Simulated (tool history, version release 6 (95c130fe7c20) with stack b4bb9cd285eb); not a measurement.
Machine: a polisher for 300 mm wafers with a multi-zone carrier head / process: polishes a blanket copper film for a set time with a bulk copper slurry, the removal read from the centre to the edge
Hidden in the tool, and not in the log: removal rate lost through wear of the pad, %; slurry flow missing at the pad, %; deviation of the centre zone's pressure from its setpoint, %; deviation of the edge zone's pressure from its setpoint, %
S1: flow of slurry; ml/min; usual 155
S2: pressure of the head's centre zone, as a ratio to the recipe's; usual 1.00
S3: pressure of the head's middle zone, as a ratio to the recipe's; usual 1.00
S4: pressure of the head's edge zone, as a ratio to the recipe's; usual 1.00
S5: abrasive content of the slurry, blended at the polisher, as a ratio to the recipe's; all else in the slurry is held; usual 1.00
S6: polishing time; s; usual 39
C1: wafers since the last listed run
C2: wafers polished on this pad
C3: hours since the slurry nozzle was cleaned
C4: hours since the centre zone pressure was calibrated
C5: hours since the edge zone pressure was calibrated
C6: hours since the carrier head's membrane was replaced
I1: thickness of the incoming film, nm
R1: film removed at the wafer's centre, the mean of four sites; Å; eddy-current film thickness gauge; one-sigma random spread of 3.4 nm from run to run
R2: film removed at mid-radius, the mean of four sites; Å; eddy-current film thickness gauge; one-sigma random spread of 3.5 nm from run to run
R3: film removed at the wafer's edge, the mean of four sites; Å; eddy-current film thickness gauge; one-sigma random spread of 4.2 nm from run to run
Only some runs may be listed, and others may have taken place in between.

run	day	S1	S2	S3	S4	S5	S6	C1	C2	C3	C4	C5	C6	I1	R1	R2	R3
1	0.000	155	1.00	1.00	1.00	1.00	39	0	2176	682.4	418.9	1035.4	990.1	4735.3	2972	2854	2820
# day 1.150: edge zone pressure recalibrated
# day 2.325: slurry nozzle cleaned
2	2.967	155	1.00	1.00	1.00	1.00	39	993	3169	15.4	490.1	43.6	1061.3	4690.2	2920	2818	2670
3	4.262	155	1.00	1.00	1.00	1.00	39	452	3622	46.5	521.2	74.7	1092.4	4718.0	2943	2739	2657
# day 5.529: worn pad replaced by a new one
# day 5.854: centre zone pressure recalibrated
# day 5.921: carrier head's membrane replaced by a new one
4	5.942	155	0.93	1.00	1.00	1.00	39	476	91	86.8	2.1	115.0	0.5	4741.9	2838	2884	2836
5	7.192	155	0.93	1.00	1.00	1.00	39	436	528	116.8	32.1	145.0	30.5	4786.0	2763	2932	2885
6	8.942	155	1.00	1.00	0.91	1.00	39	611	1140	158.8	74.1	187.0	72.5	4737.8	2893	2884	2755
7	11.492	125	0.95	0.88	1.10	1.00	39	891	2031	220.0	135.3	248.2	133.7	4706.9	2652	2547	2866
8	13.000	155	1.06	1.00	1.00	0.80	51	527	2558	256.2	171.5	284.4	169.9	4740.0	3751	3452	3510
9	14.625	130	1.11	1.00	1.09	1.00	39	567	3126	295.2	210.5	323.4	208.9	4628.1	2869	2656	2808
10	17.375	155	1.00	1.00	1.00	1.00	39	961	4087	361.2	276.5	389.4	274.9	4778.7	2717	2634	2629
# day 18.046: worn pad replaced by a new one
11	18.604	155	1.00	1.00	1.00	0.85	39	371	195	390.7	306.0	418.9	304.4	4743.2	2924	2863	2867
12	20.075	110	1.00	0.96	1.00	1.00	43	514	709	426.0	341.3	454.2	339.7	4721.2	3169	2949	3038
13	21.167	155	1.03	0.88	1.00	1.10	39	381	1090	452.2	367.5	480.4	365.9	4745.7	3204	2731	2967
# day 28.979: centre zone pressure recalibrated
14	29.142	155	1.00	1.00	1.00	0.80	46	2758	3848	643.6	3.9	671.8	557.3	4781.0	3013	3003	3027
15	31.492	155	1.00	1.00	1.00	1.00	39	821	4670	700.0	60.3	728.2	613.7	4767.4	2570	2518	2568
# day 32.233: worn pad replaced by a new one
# day 33.312: slurry nozzle cleaned
16	33.762	100	0.95	1.00	1.00	1.00	39	720	520	10.8	114.8	782.7	668.2	4753.1	2551	2615	2718
17	34.917	155	1.00	1.00	1.00	1.00	39	403	923	38.5	142.5	810.4	695.9	4779.3	2814	2807	2876
18	36.912	155	1.00	1.00	1.00	1.00	39	697	1621	86.4	190.4	858.3	743.8	4698.9	2751	2854	2730
19	39.771	155	1.00	1.00	1.00	1.00	39	998	2620	155.0	259.0	926.9	812.4	4726.9	2743	2704	2776
20	42.204	155	1.00	1.00	1.00	1.00	39	850	3470	213.4	317.4	985.3	870.8	4770.1	2725	2682	2618
21	44.262	155	0.89	1.12	1.00	1.20	52	719	4190	262.8	366.8	1034.7	920.2	4690.1	3313	3797	3555

Run-by-run hidden state of the tool:
slurry flow missing at the pad, %: 0 at every run
deviation of the edge zone's pressure from its setpoint, %: 0 at every run
H1: removal rate lost through wear of the pad, %
H2: deviation of the centre zone's pressure from its setpoint, %
run	H1	H2
1	3.38	10.2
2	6.55	11.7
3	8.31	12.3
4	1.52	0.688
5	1.7	1.31
6	2.31	2.19
7	3.97	3.47
8	5.38	4.23
9	7.24	5.04
10	11.2	6.42
11	0.317	7.04
12	0.581	7.78
13	0.97	8.32
14	8.83	-2.5
15	12.8	-1.32
16	2.68	-0.178
17	3.02	0.401
18	4.04	1.4
19	6.46	2.84
20	9.41	4.06
21	12.5	5.09
